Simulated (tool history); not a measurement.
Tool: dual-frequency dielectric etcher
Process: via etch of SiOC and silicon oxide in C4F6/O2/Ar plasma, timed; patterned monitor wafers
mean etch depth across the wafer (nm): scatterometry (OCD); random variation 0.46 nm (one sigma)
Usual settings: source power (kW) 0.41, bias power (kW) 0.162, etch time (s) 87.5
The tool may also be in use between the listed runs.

| run | hour | source power (kW) | bias power (kW) | etch time (s) | read-back reference wafer on the same gauge, depth_nm | mean etch depth across the wafer (nm) |
|---|---|---|---|---|---|---|
| 1 | 0 | 0.41 | 0.162 | 87.5 | 106.1 | 89.8 |
| 2 | 13.7 | 0.41 | 0.162 | 87.5 | 106.2 | 90.1 |
|  | 40.4 | upper electrode replaced |
| 3 | 40.9 | 0.41 | 0.162 | 87.5 | 106.3 | 89.3 |
| 4 | 41.2 | 0.41 | 0.162 | 87.5 | 106.4 | 88.9 |
| 5 | 41.6 | 0.35 | 0.162 | 87.5 | 106.2 | 86.7 |
| 6 | 52.8 | 0.41 | 0.162 | 87.5 | 106.1 | 89.3 |
| 7 | 68.3 | 0.41 | 0.162 | 87.5 | 106.1 | 89 |
| 8 | 82.5 | 0.41 | 0.162 | 87.5 | 106 | 89.9 |
| 9 | 90.6 | 0.45 | 0.174 | 102.5 | 106.2 | 109.8 |
| 10 | 105.1 | 0.41 | 0.162 | 113 | 106.3 | 114.5 |
| 11 | 111.2 | 0.41 | 0.162 | 87.5 | 106.2 | 90.2 |
|  | 123.7 | gauge calibrated |
| 12 | 125.6 | 0.41 | 0.137 | 65.5 | 106.2 | 64 |
| 13 | 136.5 | 0.41 | 0.162 | 87.5 | 106.2 | 89.7 |
| 14 | 145.5 | 0.35 | 0.179 | 87.5 | 106.1 | 88.8 |
|  | 174.6 | wet clean of the chamber |
| 15 | 175.1 | 0.41 | 0.162 | 87.5 | 106 | 90.2 |
| 16 | 175.5 | 0.41 | 0.151 | 70 | 106.3 | 71.9 |

Run 17 comes next. What will it give?
| 17 | 184.2 | 0.41 | 0.162 | 63 | ? | ? |

{"run 17": {"read-back reference wafer on the same gauge, depth_nm": 106.3, "mean etch depth across the wafer (nm)": 65.2}}
Without the tool's hidden state the same run would have given mean etch depth across the wafer (nm) 65.3.
